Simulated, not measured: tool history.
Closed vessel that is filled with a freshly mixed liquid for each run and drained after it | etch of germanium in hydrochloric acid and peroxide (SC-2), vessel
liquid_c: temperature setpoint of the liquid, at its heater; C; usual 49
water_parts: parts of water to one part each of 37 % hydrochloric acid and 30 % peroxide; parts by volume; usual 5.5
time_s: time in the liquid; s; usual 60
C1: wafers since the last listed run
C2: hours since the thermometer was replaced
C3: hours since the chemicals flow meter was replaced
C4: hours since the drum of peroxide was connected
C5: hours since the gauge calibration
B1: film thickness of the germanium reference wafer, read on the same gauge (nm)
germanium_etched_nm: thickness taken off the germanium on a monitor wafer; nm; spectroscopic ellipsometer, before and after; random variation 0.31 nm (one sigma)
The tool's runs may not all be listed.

Run 1, hour 0: usual settings; C1 0; C2 1042.6; C3 1133.1; C4 32.7; C5 217.8; B1 100. Result: germanium_etched_nm 153.31 nm.
Run 2, hour 29.9: usual settings; C1 3905; C2 1072.5; C3 1163; C4 62.6; C5 247.7; B1 100.01. Result: germanium_etched_nm 153.82 nm.
Run 3, hour 46: usual settings; C1 2102; C2 1088.6; C3 1179.1; C4 78.7; C5 263.8; B1 100.01. Result: germanium_etched_nm 153.5 nm.
Run 4, hour 81.8: usual settings; C1 4675; C2 1124.4; C3 1214.9; C4 114.5; C5 299.6; B1 99.99. Result: germanium_etched_nm 152.8 nm.
Run 5, hour 95.7: usual settings but liquid_c 53.5 C, water_parts 7.5 parts by volume; C1 1815; C2 1138.3; C3 1228.8; C4 128.4; C5 313.5; B1 99.99. Result: germanium_etched_nm 173.8 nm.
Run 6, hour 111.1: usual settings; C1 2011; C2 1153.7; C3 1244.2; C4 143.8; C5 328.9; B1 99.97. Result: germanium_etched_nm 153.09 nm.
Run 7, hour 142.8: usual settings but liquid_c 45 C, water_parts 4 parts by volume; C1 4140; C2 1185.4; C3 1275.9; C4 175.5; C5 360.6; B1 100. Result: germanium_etched_nm 134.88 nm.
Run 8, hour 163.5: usual settings but liquid_c 43.5 C, time_s 70 s; C1 2703; C2 1206.1; C3 1296.6; C4 196.2; C5 381.3; B1 100. Result: germanium_etched_nm 148.52 nm.
Run 9, hour 184.4: usual settings but liquid_c 43 C, water_parts 7 parts by volume, time_s 40 s; C1 2729; C2 1227; C3 1317.5; C4 217.1; C5 402.2; B1 100. Result: germanium_etched_nm 82.79 nm.
At hour 204.1: chemicals flow meter replaced.
Run 10, hour 216.3: usual settings but liquid_c 54 C, time_s 40 s; C1 4035; C2 1258.9; C3 12.2; C4 249; C5 434.1; B1 100.01. Result: germanium_etched_nm 119.68 nm.
Run 11, hour 242.9: usual settings; C1 3474; C2 1285.5; C3 38.8; C4 275.6; C5 460.7; B1 100. Result: germanium_etched_nm 152.64 nm.
Run 12, hour 267: usual settings; C1 3147; C2 1309.6; C3 62.9; C4 299.7; C5 484.8; B1 100.01. Result: germanium_etched_nm 153.36 nm.
Run 13, hour 302.9: usual settings but liquid_c 56 C, water_parts 7.5 parts by volume, time_s 35 s; C1 4688; C2 1345.5; C3 98.8; C4 335.6; C5 520.7; B1 100.03. Result: germanium_etched_nm 109.72 nm.
At hour 306.2: thermometer replaced.
Run 14, hour 325.8: usual settings; C1 2860; C2 19.6; C3 121.7; C4 358.5; C5 543.6; B1 100. Result: germanium_etched_nm 154.39 nm.
Run 15, hour 338.1: usual settings; C1 1606; C2 31.9; C3 134; C4 370.8; C5 555.9; B1 99.99. Result: germanium_etched_nm 154.22 nm.
Run 16, hour 359.1: usual settings but liquid_c 41.5 C; C1 2742; C2 52.9; C3 155; C4 391.8; C5 576.9; B1 100.01. Result: germanium_etched_nm 119.9 nm.
Run 17, hour 388.6: usual settings but water_parts 4 parts by volume, time_s 35 s; C1 3852; C2 82.4; C3 184.5; C4 421.3; C5 606.4; B1 100.01. Result: germanium_etched_nm 90.59 nm.
Run 18, hour 411.8: usual settings but water_parts 4.5 parts by volume, time_s 50 s; C1 3030; C2 105.6; C3 207.7; C4 444.5; C5 629.6; B1 100. Result: germanium_etched_nm 129.11 nm.
Run 19, hour 424.5: usual settings but liquid_c 44 C, time_s 90 s; C1 1658; C2 118.3; C3 220.4; C4 457.2; C5 642.3; B1 99.99. Result: germanium_etched_nm 196.07 nm.
Run 20, hour 441.8: usual settings but time_s 30 s; C1 2259; C2 135.6; C3 237.7; C4 474.5; C5 659.6; B1 100. Result: germanium_etched_nm 77.07 nm.
Run 21, hour 476.6: usual settings but liquid_c 52.5 C, water_parts 4.5 parts by volume; C1 4545; C2 170.4; C3 272.5; C4 509.3; C5 694.4; B1 100.01. Result: germanium_etched_nm 173.5 nm.
Run 22, hour 511.1: usual settings but water_parts 8.5 parts by volume, time_s 35 s; C1 4505; C2 204.9; C3 307; C4 543.8; C5 728.9; B1 100.01. Result: germanium_etched_nm 88.33 nm.
Run 23, hour 528.7: usual settings but liquid_c 54 C; C1 2298; C2 222.5; C3 324.6; C4 561.4; C5 746.5; B1 100.03. Result: germanium_etched_nm 180.6 nm.
At hour 548.8: gauge calibrated.
Run 24, hour 580.3: usual settings but liquid_c 57.5 C, water_parts 7 parts by volume, time_s 90 s; C1 6739; C2 274.1; C3 376.2; C4 613; C5 31.5; B1 100. Result: germanium_etched_nm 299.03 nm.
Run 25, hour 609: usual settings but liquid_c 56 C, time_s 45 s; C1 3748; C2 302.8; C3 404.9; C4 641.7; C5 60.2; B1 99.99. Result: germanium_etched_nm 144.85 nm.
Run 26, hour 642.5: usual settings but liquid_c 43 C, water_parts 4.5 parts by volume, time_s 30 s; C1 4375; C2 336.3; C3 438.4; C4 675.2; C5 93.7; B1 99.99. Result: germanium_etched_nm 63.21 nm.
Run 27, hour 675.2: usual settings; C1 4270; C2 369; C3 471.1; C4 707.9; C5 126.4; B1 99.98. Result: germanium_etched_nm 153.8 nm.
Run 28, hour 695: usual settings but liquid_c 56.5 C, water_parts 8 parts by volume; C1 2585; C2 388.8; C3 490.9; C4 727.7; C5 146.2; B1 100. Result: germanium_etched_nm 191.75 nm.
Run 29, hour 762.2: usual settings; C1 8776; C2 456; C3 558.1; C4 794.9; C5 213.4; B1 100.01. Result: germanium_etched_nm 153.64 nm.
Run 30, hour 834.3: usual settings; C1 9416; C2 528.1; C3 630.2; C4 867; C5 285.5; B1 100.02. Result: germanium_etched_nm 154.29 nm.

Forecast each of these 4 alternatives for the next run:
Run A, hour 835: usual settings; C1 91; C2 528.8; C3 630.9; C4 867.7; C5 286.2; B1 ?. Result: germanium_etched_nm ?.
Run B, hour 835: usual settings but liquid_c 44.5 C; C1 91; C2 528.8; C3 630.9; C4 867.7; C5 286.2; B1 ?. Result: germanium_etched_nm ?.
Run C, hour 835: usual settings but time_s 45 s; C1 91; C2 528.8; C3 630.9; C4 867.7; C5 286.2; B1 ?. Result: germanium_etched_nm ?.
Run D, hour 835: usual settings but liquid_c 57.5 C, water_parts 4 parts by volume, time_s 90 s; C1 91; C2 528.8; C3 630.9; C4 867.7; C5 286.2; B1 ?. Result: germanium_etched_nm ?.

run     B1  germanium_etched_nm
  A  99.99               153.89
  B  99.99               132.74
  C  99.99               115.42
  D  99.99               304.02
Without the tool's hidden state the same runs would have given:
run  germanium_etched_nm
  A               154.54
  B               133.32
  C                115.9
  D               305.24
